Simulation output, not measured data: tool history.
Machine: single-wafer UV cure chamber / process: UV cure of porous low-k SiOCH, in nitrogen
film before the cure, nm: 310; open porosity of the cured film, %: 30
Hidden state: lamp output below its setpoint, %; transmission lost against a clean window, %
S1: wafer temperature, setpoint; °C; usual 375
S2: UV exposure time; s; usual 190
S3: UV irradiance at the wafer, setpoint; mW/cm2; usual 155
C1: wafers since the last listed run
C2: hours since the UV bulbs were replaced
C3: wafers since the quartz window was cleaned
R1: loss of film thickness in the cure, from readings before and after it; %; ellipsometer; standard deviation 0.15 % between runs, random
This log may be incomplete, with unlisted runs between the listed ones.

{"run": 1, "hour": 0.0, "S1": 360, "S2": 190, "S3": 185, "C1": 0, "C2": 1354.9, "C3": 731, "R1": 15.263}
{"run": 2, "hour": 51.9, "S1": 375, "S2": 190, "S3": 155, "C1": 301, "C2": 1406.8, "C3": 1032, "R1": 14.774}
{"run": 3, "hour": 115.3, "S1": 375, "S2": 190, "S3": 155, "C1": 367, "C2": 1470.2, "C3": 1400, "R1": 14.834}
{"run": 4, "hour": 181.0, "S1": 375, "S2": 190, "S3": 155, "C1": 381, "C2": 1535.9, "C3": 1781, "R1": 14.559}
{"run": 5, "hour": 238.6, "S1": 375, "S2": 190, "S3": 155, "C1": 334, "C2": 1593.5, "C3": 2115, "R1": 14.648}
{"run": 6, "hour": 276.9, "S1": 375, "S2": 190, "S3": 155, "C1": 222, "C2": 1631.8, "C3": 2338, "R1": 14.578}
{"run": 7, "hour": 372.0, "S1": 375, "S2": 190, "S3": 155, "C1": 551, "C2": 1726.9, "C3": 2889, "R1": 14.517}
{"hour": 432.5, "done": "quartz window cleaned"}
{"run": 8, "hour": 450.3, "S1": 375, "S2": 190, "S3": 155, "C1": 407, "C2": 1805.2, "C3": 103, "R1": 14.699}
{"run": 9, "hour": 517.8, "S1": 375, "S2": 190, "S3": 155, "C1": 391, "C2": 1872.7, "C3": 494, "R1": 14.622}
{"run": 10, "hour": 572.9, "S1": 375, "S2": 190, "S3": 155, "C1": 319, "C2": 1927.8, "C3": 814, "R1": 14.809}
{"run": 11, "hour": 647.2, "S1": 375, "S2": 190, "S3": 155, "C1": 431, "C2": 2002.1, "C3": 1245, "R1": 14.777}
{"run": 12, "hour": 754.0, "S1": 375, "S2": 190, "S3": 155, "C1": 619, "C2": 2108.9, "C3": 1865, "R1": 14.651}
{"run": 13, "hour": 828.1, "S1": 375, "S2": 190, "S3": 155, "C1": 429, "C2": 2183.0, "C3": 2294, "R1": 14.884}
{"run": 14, "hour": 904.6, "S1": 375, "S2": 160, "S3": 137, "C1": 443, "C2": 2259.5, "C3": 2738, "R1": 13.271}
{"run": 15, "hour": 983.4, "S1": 375, "S2": 160, "S3": 137, "C1": 457, "C2": 2338.3, "C3": 3195, "R1": 13.014}
{"hour": 995.1, "done": "quartz window cleaned"}
{"run": 16, "hour": 1045.8, "S1": 375, "S2": 160, "S3": 137, "C1": 315, "C2": 2400.7, "C3": 293, "R1": 13.407}
{"run": 17, "hour": 1146.8, "S1": 375, "S2": 190, "S3": 163, "C1": 585, "C2": 2501.7, "C3": 879, "R1": 14.79}
{"run": 18, "hour": 1185.8, "S1": 385, "S2": 190, "S3": 155, "C1": 226, "C2": 2540.7, "C3": 1106, "R1": 15.067}
{"run": 19, "hour": 1290.0, "S1": 362, "S2": 190, "S3": 177, "C1": 604, "C2": 2644.9, "C3": 1710, "R1": 14.986}
{"run": 20, "hour": 1395.3, "S1": 391, "S2": 300, "S3": 155, "C1": 610, "C2": 2750.2, "C3": 2321, "R1": 17.432}
{"hour": 1436.3, "done": "quartz window cleaned"}
{"hour": 1469.1, "done": "UV bulbs replaced"}
{"run": 21, "hour": 1503.9, "S1": 363, "S2": 190, "S3": 155, "C1": 537, "C2": 34.8, "C3": 345, "R1": 14.219}
{"run": 22, "hour": 1556.3, "S1": 375, "S2": 190, "S3": 155, "C1": 303, "C2": 87.2, "C3": 649, "R1": 14.559}
{"run": 23, "hour": 1622.6, "S1": 375, "S2": 190, "S3": 155, "C1": 384, "C2": 153.5, "C3": 1034, "R1": 14.898}
{"run": 24, "hour": 1664.6, "S1": 357, "S2": 140, "S3": 178, "C1": 243, "C2": 195.5, "C3": 1277, "R1": 13.519}
{"run": 25, "hour": 1711.6, "S1": 375, "S2": 125, "S3": 189, "C1": 272, "C2": 242.5, "C3": 1550, "R1": 13.408}
{"run": 26, "hour": 1814.4, "S1": 375, "S2": 190, "S3": 155, "C1": 596, "C2": 345.3, "C3": 2146, "R1": 14.47}
{"run": 27, "hour": 1921.5, "S1": 368, "S2": 270, "S3": 136, "C1": 621, "C2": 452.4, "C3": 2768, "R1": 15.456}
{"hour": 1968.6, "done": "quartz window cleaned"}
{"run": 28, "hour": 1989.5, "S1": 375, "S2": 190, "S3": 155, "C1": 348, "C2": 520.4, "C3": 121, "R1": 14.61}
{"run": 29, "hour": 2091.0, "S1": 363, "S2": 115, "S3": 173, "C1": 588, "C2": 621.9, "C3": 710, "R1": 12.478}
{"run": 30, "hour": 2159.0, "S1": 375, "S2": 125, "S3": 189, "C1": 394, "C2": 689.9, "C3": 1104, "R1": 13.563}
{"run": 31, "hour": 2255.1, "S1": 375, "S2": 230, "S3": 140, "C1": 557, "C2": 786.0, "C3": 1661, "R1": 15.229}
{"run": 32, "hour": 2334.7, "S1": 357, "S2": 140, "S3": 178, "C1": 461, "C2": 865.6, "C3": 2123, "R1": 13.195}
{"run": 33, "hour": 2429.1, "S1": 375, "S2": 190, "S3": 155, "C1": 547, "C2": 960.0, "C3": 2671, "R1": 14.583}
{"hour": 2471.0, "done": "quartz window cleaned"}
{"run": 34, "hour": 2474.0, "S1": 375, "S2": 95, "S3": 193, "C1": 214, "C2": 1004.9, "C3": 17, "R1": 11.948}
{"run": 35, "hour": 2515.6, "S1": 375, "S2": 190, "S3": 189, "C1": 241, "C2": 1046.5, "C3": 258, "R1": 15.688}

Predict each of these 5 candidate next runs independently; none follows another, all start after run 35:
{"run": "A", "hour": 2516.1, "S1": 375, "S2": 190, "S3": 155, "C1": 2, "C2": 1047.0, "C3": 261, "R1": "?"}
{"run": "B", "hour": 2516.1, "S1": 369, "S2": 295, "S3": 136, "C1": 2, "C2": 1047.0, "C3": 261, "R1": "?"}
{"run": "C", "hour": 2516.1, "S1": 387, "S2": 220, "S3": 155, "C1": 2, "C2": 1047.0, "C3": 261, "R1": "?"}
{"run": "D", "hour": 2516.1, "S1": 364, "S2": 265, "S3": 132, "C1": 2, "C2": 1047.0, "C3": 261, "R1": "?"}
{"run": "E", "hour": 2516.1, "S1": 367, "S2": 245, "S3": 136, "C1": 2, "C2": 1047.0, "C3": 261, "R1": "?"}

run=A R1=14.607
run=B R1=16.083
run=C R1=15.620
run=D R1=15.257
run=E R1=15.071
With the hidden condition removed and each run's random variation left untouched, the same runs would have given:
run=A R1=14.607
run=B R1=16.083
run=C R1=15.620
run=D R1=15.257
run=E R1=15.071
